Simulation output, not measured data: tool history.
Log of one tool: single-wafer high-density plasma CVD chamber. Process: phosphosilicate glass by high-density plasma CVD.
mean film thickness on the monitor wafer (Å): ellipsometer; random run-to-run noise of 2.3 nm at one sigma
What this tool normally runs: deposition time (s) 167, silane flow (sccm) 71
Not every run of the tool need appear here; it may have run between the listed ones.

run,hour,deposition time (s),silane flow (sccm),wafers since the last listed run,hours since the silane flow controller was replaced,hours since the gauge calibration,"read-back reference wafer on the same gauge, thickness_nm",mean film thickness on the monitor wafer (Å)
1,0,167,71,0,3494.4,60.8,1009.39,10518.55
2,15.1,145,63,196,3509.5,75.9,1010.447,8078.44
3,48,145,63,428,3542.4,108.8,1010.405,8070.61
4,72,167,71,312,3566.4,132.8,1010.538,10494.24
5,153.1,167,71,1055,3647.5,213.9,1010.53,10510.83
6,177.2,167,71,313,3671.6,238,1009.866,10437.79
7,210.7,184,71,435,3705.1,271.5,1009.952,11578.43
8,238.3,167,77,359,3732.7,299.1,1010.03,11315.43
9,271.3,167,71,429,3765.7,332.1,1010.165,10504.12
# hour 286.8: gauge calibrated
10,305.3,167,71,442,3799.7,18.5,1009.538,10449.1
11,331.6,167,71,342,3826,44.8,1009.905,10443.81
12,355.8,167,71,314,3850.2,69,1009.875,10486.25
13,377.3,192,64,279,3871.7,90.5,1010.213,10864.5
14,398.3,186,71,273,3892.7,111.5,1009.918,11684.55
15,416.8,188,83,240,3911.2,130,1009.902,13718.18
16,438.3,167,71,279,3932.7,151.5,1009.983,10495.51
17,470.5,192,78,418,3964.9,183.7,1009.922,13220.71
18,501.4,167,71,402,3995.8,214.6,1009.827,10470.04
19,524.4,167,71,299,4018.8,237.6,1009.636,10452.05
20,543.3,167,71,245,4037.7,256.5,1009.483,10448.62
# hour 552.9: silane flow controller replaced
21,564.7,186,81,174,11.8,277.9,1009.707,14202.26
22,595.1,192,58,395,42.2,308.3,1009.854,10513.41
23,621.5,190,60,343,68.6,334.7,1009.686,10747.15
24,634,167,71,162,81.1,347.2,1009.872,11152.02
25,662.8,195,62,374,109.9,376,1009.979,11359.2
26,694.8,184,67,416,141.9,408,1010.142,11562.43

The tool's hidden state at each run:
gauge reads high (%): 0 in every run
H1: delivered silane flow above the setpoint (%)
run,H1
1,-4.8
2,-4.81
3,-4.82
4,-4.83
5,-4.86
6,-4.86
7,-4.88
8,-4.88
9,-4.89
10,-4.9
11,-4.91
12,-4.92
13,-4.92
14,-4.93
15,-4.93
16,-4.94
17,-4.95
18,-4.96
19,-4.96
20,-4.97
21,1.74
22,1.61
23,1.49
24,1.44
25,1.31
26,1.18
